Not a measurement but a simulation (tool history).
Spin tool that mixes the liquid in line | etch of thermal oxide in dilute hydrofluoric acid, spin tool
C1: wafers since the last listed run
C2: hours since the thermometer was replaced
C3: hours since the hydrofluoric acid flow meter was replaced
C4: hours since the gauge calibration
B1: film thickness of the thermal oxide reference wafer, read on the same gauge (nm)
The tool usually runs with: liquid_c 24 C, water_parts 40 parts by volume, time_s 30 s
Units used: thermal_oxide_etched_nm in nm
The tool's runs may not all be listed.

Run 1, hour 0: usual settings; C1 0; C2 380.6; C3 749.3; C4 128.9; B1 140.004. Result: thermal_oxide_etched_nm 3.344 nm.
At hour 67.9: hydrofluoric acid flow meter replaced.
Run 2, hour 90.7: usual settings; C1 1400; C2 471.3; C3 22.8; C4 219.6; B1 140.04. Result: thermal_oxide_etched_nm 3.368 nm.
Run 3, hour 147.1: usual settings but time_s 40 s; C1 880; C2 527.7; C3 79.2; C4 276; B1 140.039. Result: thermal_oxide_etched_nm 4.519 nm.
Run 4, hour 190.6: usual settings but time_s 40 s; C1 678; C2 571.2; C3 122.7; C4 319.5; B1 139.962. Result: thermal_oxide_etched_nm 4.486 nm.
Run 5, hour 249.4: usual settings; C1 917; C2 630; C3 181.5; C4 378.3; B1 139.999. Result: thermal_oxide_etched_nm 3.388 nm.
Run 6, hour 318.5: usual settings; C1 1078; C2 699.1; C3 250.6; C4 447.4; B1 139.997. Result: thermal_oxide_etched_nm 3.401 nm.
Run 7, hour 370.1: usual settings; C1 805; C2 750.7; C3 302.2; C4 499; B1 139.986. Result: thermal_oxide_etched_nm 3.334 nm.
Run 8, hour 412.6: usual settings; C1 663; C2 793.2; C3 344.7; C4 541.5; B1 140.011. Result: thermal_oxide_etched_nm 3.369 nm.
Run 9, hour 482.2: usual settings; C1 1086; C2 862.8; C3 414.3; C4 611.1; B1 139.995. Result: thermal_oxide_etched_nm 3.377 nm.
Run 10, hour 541.2: usual settings; C1 920; C2 921.8; C3 473.3; C4 670.1; B1 139.957. Result: thermal_oxide_etched_nm 3.398 nm.
At hour 580.6: gauge calibrated.
Run 11, hour 586.1: usual settings but water_parts 50 parts by volume; C1 700; C2 966.7; C3 518.2; C4 5.5; B1 139.965. Result: thermal_oxide_etched_nm 2.698 nm.
Run 12, hour 628.2: usual settings but water_parts 50 parts by volume; C1 657; C2 1008.8; C3 560.3; C4 47.6; B1 140.039. Result: thermal_oxide_etched_nm 2.666 nm.
Run 13, hour 688.2: usual settings but water_parts 50 parts by volume; C1 936; C2 1068.8; C3 620.3; C4 107.6; B1 140.026. Result: thermal_oxide_etched_nm 2.704 nm.
Run 14, hour 730.5: usual settings; C1 660; C2 1111.1; C3 662.6; C4 149.9; B1 139.997. Result: thermal_oxide_etched_nm 3.421 nm.
Run 15, hour 794.2: usual settings but liquid_c 20 C; C1 994; C2 1174.8; C3 726.3; C4 213.6; B1 140.06. Result: thermal_oxide_etched_nm 2.801 nm.
Run 16, hour 833.4: usual settings but liquid_c 21.5 C, time_s 45 s; C1 611; C2 1214; C3 765.5; C4 252.8; B1 139.998. Result: thermal_oxide_etched_nm 4.532 nm.
At hour 843.5: hydrofluoric acid flow meter replaced.
At hour 851.3: thermometer replaced.
Run 17, hour 896.1: usual settings but water_parts 25 parts by volume, time_s 40 s; C1 947; C2 44.8; C3 52.6; C4 315.5; B1 140.013. Result: thermal_oxide_etched_nm 7.523 nm.
Run 18, hour 942.8: usual settings but liquid_c 20 C, water_parts 30 parts by volume, time_s 20 s; C1 728; C2 91.5; C3 99.3; C4 362.2; B1 140.009. Result: thermal_oxide_etched_nm 2.576 nm.
Run 19, hour 999.8: usual settings but liquid_c 20 C, time_s 40 s; C1 889; C2 148.5; C3 156.3; C4 419.2; B1 140.013. Result: thermal_oxide_etched_nm 3.866 nm.
Run 20, hour 1050.5: usual settings; C1 791; C2 199.2; C3 207; C4 469.9; B1 140.042. Result: thermal_oxide_etched_nm 3.388 nm.
Run 21, hour 1101.2: usual settings but water_parts 25 parts by volume; C1 791; C2 249.9; C3 257.7; C4 520.6; B1 139.997. Result: thermal_oxide_etched_nm 5.516 nm.
Run 22, hour 1142.4: usual settings but liquid_c 20.5 C, water_parts 35 parts by volume, time_s 40 s; C1 643; C2 291.1; C3 298.9; C4 561.8; B1 140.028. Result: thermal_oxide_etched_nm 4.501 nm.
Run 23, hour 1202.2: usual settings but liquid_c 22.5 C, water_parts 45 parts by volume, time_s 50 s; C1 933; C2 350.9; C3 358.7; C4 621.6; B1 140. Result: thermal_oxide_etched_nm 4.682 nm.
Run 24, hour 1260.1: usual settings but liquid_c 22.5 C, water_parts 25 parts by volume, time_s 45 s; C1 903; C2 408.8; C3 416.6; C4 679.5; B1 140.031. Result: thermal_oxide_etched_nm 7.73 nm.
Run 25, hour 1322.9: usual settings; C1 980; C2 471.6; C3 479.4; C4 742.3; B1 139.989. Result: thermal_oxide_etched_nm 3.423 nm.
Run 26, hour 1350.8: usual settings but liquid_c 21 C, water_parts 30 parts by volume; C1 435; C2 499.5; C3 507.3; C4 770.2; B1 140.013. Result: thermal_oxide_etched_nm 4.003 nm.
At hour 1371.5: gauge calibrated.
Run 27, hour 1416.4: usual settings but water_parts 35 parts by volume, time_s 15 s; C1 1023; C2 565.1; C3 572.9; C4 44.9; B1 140.006. Result: thermal_oxide_etched_nm 1.934 nm.
Run 28, hour 1447.9: usual settings but liquid_c 26.5 C, water_parts 30 parts by volume, time_s 20 s; C1 491; C2 596.6; C3 604.4; C4 76.4; B1 140.049. Result: thermal_oxide_etched_nm 3.348 nm.

Hidden state at the last listed run before each entry between runs and at the first one after, where it differs:
Logged between run 1 and run 2: hydrofluoric acid flow meter replaced (hour 67.9)
  nothing in the hidden state changes from one run to the other
Logged between run 10 and run 11: gauge calibrated (hour 580.6)
  nothing in the hidden state changes from one run to the other
Logged between run 16 and run 17: hydrofluoric acid flow meter replaced (hour 843.5); thermometer replaced (hour 851.3)
  nothing in the hidden state changes from one run to the other
Logged between run 26 and run 27: gauge calibrated (hour 1371.5)
  nothing in the hidden state changes from one run to the other
